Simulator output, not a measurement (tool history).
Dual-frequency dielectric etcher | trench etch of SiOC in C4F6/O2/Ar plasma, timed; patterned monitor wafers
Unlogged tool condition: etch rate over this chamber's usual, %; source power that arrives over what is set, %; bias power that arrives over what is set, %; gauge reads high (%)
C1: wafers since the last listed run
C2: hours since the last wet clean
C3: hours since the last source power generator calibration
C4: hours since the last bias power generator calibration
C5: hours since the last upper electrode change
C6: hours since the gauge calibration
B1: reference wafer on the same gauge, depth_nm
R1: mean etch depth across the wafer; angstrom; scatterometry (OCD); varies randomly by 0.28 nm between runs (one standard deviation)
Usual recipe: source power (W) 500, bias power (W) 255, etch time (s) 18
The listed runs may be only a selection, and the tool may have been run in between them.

run 1 hour=0 | source_power_(W)=460 bias_power_(W)=255 etch_time_(s)=18 | C1=0 C2=344.9 C3=3599 C4=504.9 C5=4415.7 C6=1157.8 | B1=49.18 | R1=441.9
-- hour=153.5 wet clean of the chamber
run 2 hour=173.2 | source_power_(W)=500 bias_power_(W)=255 etch_time_(s)=18 | C1=2867 C2=19.7 C3=3772.2 C4=678.1 C5=4588.9 C6=1331 | B1=48.95 | R1=460.9
run 3 hour=219.7 | source_power_(W)=500 bias_power_(W)=255 etch_time_(s)=18 | C1=893 C2=66.2 C3=3818.7 C4=724.6 C5=4635.4 C6=1377.5 | B1=49 | R1=461.2
run 4 hour=283.2 | source_power_(W)=500 bias_power_(W)=255 etch_time_(s)=18 | C1=1220 C2=129.7 C3=3882.2 C4=788.1 C5=4698.9 C6=1441 | B1=49.07 | R1=463.2
run 5 hour=380.9 | source_power_(W)=430 bias_power_(W)=255 etch_time_(s)=18 | C1=1877 C2=227.4 C3=3979.9 C4=885.8 C5=4796.6 C6=1538.7 | B1=48.97 | R1=437.2
-- hour=657.8 wet clean of the chamber
-- hour=672.3 source power generator calibrated
run 6 hour=674.1 | source_power_(W)=430 bias_power_(W)=255 etch_time_(s)=18 | C1=5096 C2=16.3 C3=1.8 C4=1179 C5=5089.8 C6=1831.9 | B1=49.01 | R1=443.6
-- hour=741.2 upper electrode replaced
run 7 hour=747.9 | source_power_(W)=430 bias_power_(W)=255 etch_time_(s)=18 | C1=957 C2=90.1 C3=75.6 C4=1252.8 C5=6.7 C6=1905.7 | B1=48.95 | R1=443
-- hour=756.7 gauge calibrated
run 8 hour=794.4 | source_power_(W)=590 bias_power_(W)=255 etch_time_(s)=14.5 | C1=893 C2=136.6 C3=122.1 C4=1299.3 C5=53.2 C6=37.7 | B1=49.04 | R1=388.8
run 9 hour=888.8 | source_power_(W)=590 bias_power_(W)=255 etch_time_(s)=14.5 | C1=1814 C2=231 C3=216.5 C4=1393.7 C5=147.6 C6=132.1 | B1=49.09 | R1=386
run 10 hour=957.5 | source_power_(W)=590 bias_power_(W)=255 etch_time_(s)=14.5 | C1=1320 C2=299.7 C3=285.2 C4=1462.4 C5=216.3 C6=200.8 | B1=48.94 | R1=381.8
run 11 hour=1004.1 | source_power_(W)=570 bias_power_(W)=312 etch_time_(s)=20 | C1=895 C2=346.3 C3=331.8 C4=1509 C5=262.9 C6=247.4 | B1=49.05 | R1=553.3
run 12 hour=1061 | source_power_(W)=460 bias_power_(W)=255 etch_time_(s)=18 | C1=1093 C2=403.2 C3=388.7 C4=1565.9 C5=319.8 C6=304.3 | B1=48.95 | R1=438
-- hour=1116.9 wet clean of the chamber
run 13 hour=1117.4 | source_power_(W)=430 bias_power_(W)=255 etch_time_(s)=18 | C1=622 C2=0.5 C3=445.1 C4=1622.3 C5=376.2 C6=360.7 | B1=48.93 | R1=449.6
run 14 hour=1437.9 | source_power_(W)=500 bias_power_(W)=255 etch_time_(s)=18 | C1=6159 C2=321 C3=765.6 C4=1942.8 C5=696.7 C6=681.2 | B1=49.09 | R1=451.4
-- hour=1499.5 bias power generator calibrated
run 15 hour=1527 | source_power_(W)=410 bias_power_(W)=289 etch_time_(s)=23 | C1=1635 C2=410.1 C3=854.7 C4=27.5 C5=785.8 C6=770.3 | B1=49.06 | R1=561
run 16 hour=1577.7 | source_power_(W)=460 bias_power_(W)=273 etch_time_(s)=12.5 | C1=974 C2=460.8 C3=905.4 C4=78.2 C5=836.5 C6=821 | B1=49.02 | R1=305.1
run 17 hour=1628.5 | source_power_(W)=430 bias_power_(W)=255 etch_time_(s)=22.5 | C1=976 C2=511.6 C3=956.2 C4=129 C5=887.3 C6=871.8 | B1=49.01 | R1=529.6
-- hour=1655.2 wet clean of the chamber
run 18 hour=1716.1 | source_power_(W)=470 bias_power_(W)=302 etch_time_(s)=23 | C1=1222 C2=60.9 C3=1043.8 C4=216.6 C5=974.9 C6=959.4 | B1=49.06 | R1=614.8
run 19 hour=1789 | source_power_(W)=540 bias_power_(W)=255 etch_time_(s)=14.5 | C1=1400 C2=133.8 C3=1116.7 C4=289.5 C5=1047.8 C6=1032.3 | B1=48.91 | R1=385.5

Expected results for the next run?
run 20 hour=1886.2 | source_power_(W)=540 bias_power_(W)=306 etch_time_(s)=22.5 | C1=1867 C2=231 C3=1213.9 C4=386.7 C5=1145 C6=1129.5 | B1=? | R1=?

B1: 48.92
R1: 612.8 angstrom
Were there no unlogged condition in the tool, this run, its random variation unchanged, would have produced R1 624.7 angstrom.
